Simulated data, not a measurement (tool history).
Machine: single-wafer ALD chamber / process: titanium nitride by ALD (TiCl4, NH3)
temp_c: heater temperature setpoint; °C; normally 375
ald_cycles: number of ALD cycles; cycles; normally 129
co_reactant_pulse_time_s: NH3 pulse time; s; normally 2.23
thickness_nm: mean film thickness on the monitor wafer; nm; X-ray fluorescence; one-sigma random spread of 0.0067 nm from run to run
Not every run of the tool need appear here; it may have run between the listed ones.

| run | hour | temp_c | ald_cycles | co_reactant_pulse_time_s | wafers since the last listed run | hours since the last thermocouple change | hours since the showerhead was replaced | hours since the gauge calibration | read-back reference wafer on the same gauge, thickness_nm | thickness_nm |
|---|---|---|---|---|---|---|---|---|---|---|
| 1 | 0 | 375 | 129 | 2.23 | 0 | 1360.7 | 1407.1 | 3390.2 | 2.71 | 2.723 |
| 2 | 71.9 | 375 | 129 | 2.23 | 102 | 1432.6 | 1479 | 3462.1 | 2.709 | 2.735 |
| 3 | 154.8 | 375 | 129 | 2.23 | 117 | 1515.5 | 1561.9 | 3545 | 2.706 | 2.73 |
| 4 | 446.5 | 375 | 129 | 2.23 | 414 | 1807.2 | 1853.6 | 3836.7 | 2.709 | 2.723 |
| 5 | 510.3 | 375 | 129 | 2.03 | 90 | 1871 | 1917.4 | 3900.5 | 2.709 | 2.71 |
| 6 | 570.7 | 375 | 129 | 2.23 | 85 | 1931.4 | 1977.8 | 3960.9 | 2.709 | 2.726 |
| 7 | 621.4 | 375 | 129 | 2.23 | 72 | 1982.1 | 2028.5 | 4011.6 | 2.708 | 2.73 |
| 8 | 728.9 | 375 | 129 | 2.23 | 152 | 2089.6 | 2136 | 4119.1 | 2.71 | 2.734 |
| 9 | 768.8 | 375 | 129 | 2.23 | 56 | 2129.5 | 2175.9 | 4159 | 2.71 | 2.721 |
|  | 832.1 | thermocouple changed; heater temperature recalibrated |
| 10 | 832.6 | 375 | 129 | 2.23 | 79 | 0.5 | 2239.7 | 4222.8 | 2.709 | 2.726 |
| 11 | 926.3 | 375 | 129 | 2.23 | 133 | 94.2 | 2333.4 | 4316.5 | 2.708 | 2.731 |
| 12 | 983.3 | 375 | 112 | 2.23 | 81 | 151.2 | 2390.4 | 4373.5 | 2.711 | 2.369 |
| 13 | 1031 | 375 | 112 | 2.23 | 67 | 198.9 | 2438.1 | 4421.2 | 2.71 | 2.366 |
| 14 | 1105.9 | 375 | 129 | 2.23 | 106 | 273.8 | 2513 | 4496.1 | 2.709 | 2.72 |
| 15 | 1409.9 | 375 | 129 | 2.23 | 432 | 577.8 | 2817 | 4800.1 | 2.711 | 2.712 |
| 16 | 1513.4 | 375 | 129 | 2.23 | 147 | 681.3 | 2920.5 | 4903.6 | 2.711 | 2.722 |
| 17 | 1555 | 375 | 139 | 1.88 | 59 | 722.9 | 2962.1 | 4945.2 | 2.713 | 2.928 |
| 18 | 1610.5 | 362 | 152 | 1.77 | 78 | 778.4 | 3017.6 | 5000.7 | 2.71 | 3.089 |
|  | 1683.3 | gauge calibrated |
| 19 | 1684.9 | 389 | 150 | 2.23 | 105 | 852.8 | 3092 | 1.6 | 2.677 | 3.169 |
| 20 | 1785.6 | 375 | 129 | 2.23 | 143 | 953.5 | 3192.7 | 102.3 | 2.68 | 2.686 |
| 21 | 1867 | 381 | 138 | 2.23 | 115 | 1034.9 | 3274.1 | 183.7 | 2.682 | 2.891 |
| 22 | 1904 | 366 | 129 | 2.23 | 52 | 1071.9 | 3311.1 | 220.7 | 2.683 | 2.64 |
| 23 | 1979 | 362 | 152 | 1.77 | 106 | 1146.9 | 3386.1 | 295.7 | 2.683 | 3.041 |
| 24 | 2047.6 | 375 | 129 | 2.23 | 97 | 1215.5 | 3454.7 | 364.3 | 2.687 | 2.703 |
| 25 | 2114.8 | 375 | 129 | 2.93 | 95 | 1282.7 | 3521.9 | 431.5 | 2.685 | 2.733 |
| 26 | 2200.7 | 371 | 129 | 2.23 | 122 | 1368.6 | 3607.8 | 517.4 | 2.686 | 2.675 |
| 27 | 2251 | 385 | 145 | 1.91 | 71 | 1418.9 | 3658.1 | 567.7 | 2.687 | 3.045 |
| 28 | 2339 | 369 | 129 | 1.47 | 125 | 1506.9 | 3746.1 | 655.7 | 2.689 | 2.618 |
| 29 | 2405.3 | 375 | 129 | 2.23 | 94 | 1573.2 | 3812.4 | 722 | 2.69 | 2.709 |
| 30 | 2446 | 375 | 129 | 2.54 | 57 | 1613.9 | 3853.1 | 762.7 | 2.692 | 2.728 |
| 31 | 2514.6 | 375 | 129 | 2.23 | 97 | 1682.5 | 3921.7 | 831.3 | 2.691 | 2.71 |
| 32 | 2606.8 | 369 | 149 | 2.79 | 131 | 1774.7 | 4013.9 | 923.5 | 2.694 | 3.125 |
|  | 2740.6 | showerhead replaced |
| 33 | 2856.2 | 369 | 129 | 2.71 | 343 | 2024.1 | 115.6 | 1172.9 | 2.694 | 2.706 |
| 34 | 2963.9 | 375 | 129 | 2.23 | 153 | 2131.8 | 223.3 | 1280.6 | 2.695 | 2.721 |
|  | 3029 | thermocouple changed; heater temperature recalibrated |
| 35 | 3029.5 | 363 | 120 | 1.37 | 81 | 0.5 | 288.9 | 1346.2 | 2.697 | 2.406 |
| 36 | 3079.1 | 388 | 109 | 2.23 | 70 | 50.1 | 338.5 | 1395.8 | 2.699 | 2.322 |
| 37 | 3221.7 | 375 | 129 | 2.79 | 202 | 192.7 | 481.1 | 1538.4 | 2.698 | 2.751 |
| 38 | 3283.6 | 363 | 150 | 3.01 | 88 | 254.6 | 543 | 1600.3 | 2.701 | 3.129 |
| 39 | 3523.1 | 375 | 129 | 2.23 | 340 | 494.1 | 782.5 | 1839.8 | 2.701 | 2.717 |
| 40 | 3629.6 | 375 | 129 | 2.23 | 151 | 600.6 | 889 | 1946.3 | 2.703 | 2.717 |

Each row is a separate what-if for the run after 40, all from the same tool condition, not one after another. Results?
| A | 3630.3 | 375 | 129 | 2.46 | 0 | 601.3 | 889.7 | 1947 | ? | ? |
| B | 3630.3 | 386 | 129 | 2.23 | 0 | 601.3 | 889.7 | 1947 | ? | ? |
| C | 3630.3 | 386 | 104 | 3.04 | 0 | 601.3 | 889.7 | 1947 | ? | ? |

| run | read-back reference wafer on the same gauge, thickness_nm | thickness_nm |
|---|---|---|
| A | 2.701 | 2.729 |
| B | 2.701 | 2.746 |
| C | 2.701 | 2.237 |
The same runs, with their run-to-run variation unchanged, on a tool lacking any hidden condition would have given:
| run | thickness_nm |
|---|---|
| A | 2.707 |
| B | 2.724 |
| C | 2.219 |
